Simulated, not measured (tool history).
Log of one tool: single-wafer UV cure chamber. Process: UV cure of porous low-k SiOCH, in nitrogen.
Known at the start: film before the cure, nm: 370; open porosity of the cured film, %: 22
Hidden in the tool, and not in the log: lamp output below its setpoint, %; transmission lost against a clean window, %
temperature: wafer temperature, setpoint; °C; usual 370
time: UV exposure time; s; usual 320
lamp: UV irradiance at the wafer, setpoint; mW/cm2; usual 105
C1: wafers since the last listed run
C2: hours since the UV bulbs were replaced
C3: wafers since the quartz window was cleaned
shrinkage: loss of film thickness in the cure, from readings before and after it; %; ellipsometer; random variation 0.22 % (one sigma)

{"run": 1, "hour": 0.0, "temperature": 370, "time": 320, "lamp": 105, "C1": 0, "C2": 1557.4, "C3": 438, "shrinkage": 13.933}
{"run": 2, "hour": 92.0, "temperature": 370, "time": 320, "lamp": 105, "C1": 494, "C2": 1649.4, "C3": 932, "shrinkage": 13.352}
{"run": 3, "hour": 110.0, "temperature": 370, "time": 320, "lamp": 105, "C1": 96, "C2": 1667.4, "C3": 1029, "shrinkage": 13.809}
{"run": 4, "hour": 139.1, "temperature": 370, "time": 320, "lamp": 105, "C1": 156, "C2": 1696.5, "C3": 1186, "shrinkage": 13.393}
{"run": 5, "hour": 164.5, "temperature": 370, "time": 320, "lamp": 105, "C1": 136, "C2": 1721.9, "C3": 1322, "shrinkage": 12.827}
{"run": 6, "hour": 179.6, "temperature": 370, "time": 320, "lamp": 105, "C1": 81, "C2": 1737.0, "C3": 1404, "shrinkage": 13.025}
{"run": 7, "hour": 212.7, "temperature": 370, "time": 320, "lamp": 118, "C1": 178, "C2": 1770.1, "C3": 1582, "shrinkage": 14.113}
{"run": 8, "hour": 236.4, "temperature": 370, "time": 320, "lamp": 118, "C1": 127, "C2": 1793.8, "C3": 1709, "shrinkage": 13.612}
{"run": 9, "hour": 266.4, "temperature": 370, "time": 320, "lamp": 105, "C1": 161, "C2": 1823.8, "C3": 1871, "shrinkage": 13.028}
{"run": 10, "hour": 278.5, "temperature": 370, "time": 320, "lamp": 105, "C1": 65, "C2": 1835.9, "C3": 1936, "shrinkage": 12.739}
{"run": 11, "hour": 309.3, "temperature": 370, "time": 320, "lamp": 105, "C1": 165, "C2": 1866.7, "C3": 2101, "shrinkage": 12.629}
{"run": 12, "hour": 323.0, "temperature": 355, "time": 320, "lamp": 82, "C1": 73, "C2": 1880.4, "C3": 2175, "shrinkage": 11.428}
{"run": 13, "hour": 342.0, "temperature": 380, "time": 320, "lamp": 105, "C1": 102, "C2": 1899.4, "C3": 2277, "shrinkage": 12.953}
{"hour": 358.9, "done": "UV bulbs replaced"}
{"run": 14, "hour": 360.6, "temperature": 370, "time": 220, "lamp": 92, "C1": 57, "C2": 1.7, "C3": 2334, "shrinkage": 9.937}
{"hour": 390.3, "done": "quartz window cleaned"}
{"run": 15, "hour": 393.3, "temperature": 370, "time": 320, "lamp": 105, "C1": 132, "C2": 34.4, "C3": 15, "shrinkage": 13.586}
{"run": 16, "hour": 425.8, "temperature": 362, "time": 475, "lamp": 141, "C1": 174, "C2": 66.9, "C3": 190, "shrinkage": 17.133}
{"run": 17, "hour": 454.0, "temperature": 376, "time": 500, "lamp": 89, "C1": 151, "C2": 95.1, "C3": 342, "shrinkage": 15.15}
{"run": 18, "hour": 483.1, "temperature": 352, "time": 135, "lamp": 80, "C1": 156, "C2": 124.2, "C3": 498, "shrinkage": 7.984}
{"run": 19, "hour": 497.0, "temperature": 370, "time": 320, "lamp": 75, "C1": 74, "C2": 138.1, "C3": 573, "shrinkage": 12.244}
{"run": 20, "hour": 515.9, "temperature": 370, "time": 320, "lamp": 105, "C1": 101, "C2": 157.0, "C3": 675, "shrinkage": 13.924}
{"run": 21, "hour": 544.8, "temperature": 382, "time": 255, "lamp": 82, "C1": 155, "C2": 185.9, "C3": 830, "shrinkage": 11.417}
{"run": 22, "hour": 578.1, "temperature": 388, "time": 460, "lamp": 71, "C1": 179, "C2": 219.2, "C3": 1009, "shrinkage": 13.714}
{"run": 23, "hour": 596.4, "temperature": 387, "time": 175, "lamp": 137, "C1": 98, "C2": 237.5, "C3": 1108, "shrinkage": 12.121}

Forecast each of these 4 alternatives for the next run:
{"run": "A", "hour": 596.9, "temperature": 370, "time": 140, "lamp": 105, "C1": 2, "C2": 238.0, "C3": 1110, "shrinkage": "?"}
{"run": "B", "hour": 596.9, "temperature": 386, "time": 240, "lamp": 88, "C1": 2, "C2": 238.0, "C3": 1110, "shrinkage": "?"}
{"run": "C", "hour": 596.9, "temperature": 359, "time": 320, "lamp": 67, "C1": 2, "C2": 238.0, "C3": 1110, "shrinkage": "?"}
{"run": "D", "hour": 596.9, "temperature": 353, "time": 400, "lamp": 105, "C1": 2, "C2": 238.0, "C3": 1110, "shrinkage": "?"}

run=A shrinkage=9.613
run=B shrinkage=11.621
run=C shrinkage=11.155
run=D shrinkage=14.332
Without the tool's hidden state the same runs would have given:
run=A shrinkage=9.926
run=B shrinkage=11.949
run=C shrinkage=11.479
run=D shrinkage=14.678
